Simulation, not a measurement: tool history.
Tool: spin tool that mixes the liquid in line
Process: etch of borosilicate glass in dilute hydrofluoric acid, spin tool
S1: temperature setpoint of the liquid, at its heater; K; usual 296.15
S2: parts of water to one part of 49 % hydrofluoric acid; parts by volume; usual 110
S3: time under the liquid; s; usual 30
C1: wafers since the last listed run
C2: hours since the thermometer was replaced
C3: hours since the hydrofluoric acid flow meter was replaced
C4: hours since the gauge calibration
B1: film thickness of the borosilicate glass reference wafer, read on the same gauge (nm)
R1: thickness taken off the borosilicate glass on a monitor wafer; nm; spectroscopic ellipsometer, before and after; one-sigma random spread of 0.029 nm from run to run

run   hour      S1   S2  S3   C1      C2     C3     C4      B1     R1
  1      0  296.15  110  30    0  2026.2  457.4  327.6  110.04    8.3
  2   10.3  296.15   70  30  182  2036.5  467.7  337.9  110.01  13.76
  3   24.2  296.15   70  30  246  2050.4  481.6  351.8     110  13.82
  4   32.4  296.15   70  30  145  2058.6  489.8    360  109.93  13.87
  5     39  296.15  110  15  117  2065.2  496.4  366.6  110.02   4.17
  6   50.2  296.15  110  15  198  2076.4  507.6  377.8  109.96   4.17
  7   61.3  296.15  110  30  196  2087.5  518.7  388.9  110.02   8.34
  8     72  296.15  110  30  189  2098.2  529.4  399.6  110.04   8.38
  9   86.4  296.15  110  30  255  2112.6  543.8    414  110.01   8.45
 10   95.6  296.15  110  30  163  2121.8    553  423.2     110   8.37
 11    102  296.15  110  30  113  2128.2  559.4  429.6  109.98   8.43
 12  116.2  296.15  110  30  252  2142.4  573.6  443.8  109.99   8.46
 13  131.9  296.15  110  30  278  2158.1  589.3  459.5  110.02   8.46
 14  144.2  296.15  110  30  218  2170.4  601.6  471.8     110   8.51
     161.1  -- hydrofluoric acid flow meter replaced
 15  161.6  296.15  110  30  291  2187.8    0.5  489.2  110.02   8.06
     174.3  -- gauge calibrated
 16  174.5  296.15  110  30  228  2200.7   13.4    0.2  110.01   8.01
 17  192.1  296.15  160  30  312  2218.3     31   17.8  109.97   5.21
 18  205.2  296.15  110  40  232  2231.4   44.1   30.9  110.01  10.71
 19    221  292.65   75  40  280  2247.2   59.9   46.7  109.94  14.46
 20    233  296.15  110  50  212  2259.2   71.9   58.7  110.02   13.5
 21  247.4  296.15  110  30  255  2273.6   86.3   73.1  110.01   8.11
 22  259.2  296.15  110  30  209  2285.4   98.1   84.9  109.99   8.14
     264.3  -- thermometer replaced
 23  271.3  296.15  110  30  196       7  110.2     97  109.97   7.33
 24  283.9  292.65  150  40  223    19.6  122.8  109.6  109.99   5.98
 25  294.1  301.15   65  30  181    29.8    133  119.8  109.98  16.04
 26  309.1  296.15   75  30  266    44.8    148  134.8  110.01  11.32
 27    317  291.65  110  40  140    52.7  155.9  142.7  110.01   8.19
 28  332.9  293.65  110  30  282    68.6  171.8  158.6  109.99   6.74
 29  340.7  296.15  130  20  138    76.4  179.6  166.4  109.93   4.06
 30  350.4  296.15  110  30  172    86.1  189.3  176.1  110.01    7.4
 31    358  291.65  135  40  134    93.7  196.9  183.7  110.01   6.51
 32  374.7  298.65  165  45  296   110.4  213.6  200.4  109.99   7.71
 33  383.8  298.65  110  30  161   119.5  222.7  209.5  110.02   8.17
 34  391.3  296.15  110  30  133     127  230.2    217     110   7.38

The same runs without the tool's hidden state, with the same run-to-run variation:
What the log doesn't record here: liquid hotter than its thermometer reads (K); hydrofluoric acid flow above the setpoint (%); gauge reads high (%).
run     R1
  1   7.15
  2  11.83
  3  11.86
  4  11.88
  5   3.58
  6   3.57
  7   7.13
  8   7.15
  9   7.19
 10   7.12
 11   7.17
 12   7.17
 13   7.16
 14   7.19
 15   7.19
 16   7.13
 17   4.65
 18    9.5
 19  12.72
 20  11.92
 21   7.15
 22   7.16
 23   7.16
 24   5.83
 25  15.64
 26  11.01
 27   7.95
 28   6.53
 29   3.93
 30   7.15
 31   6.29
 32   7.43
 33   7.86
 34   7.09

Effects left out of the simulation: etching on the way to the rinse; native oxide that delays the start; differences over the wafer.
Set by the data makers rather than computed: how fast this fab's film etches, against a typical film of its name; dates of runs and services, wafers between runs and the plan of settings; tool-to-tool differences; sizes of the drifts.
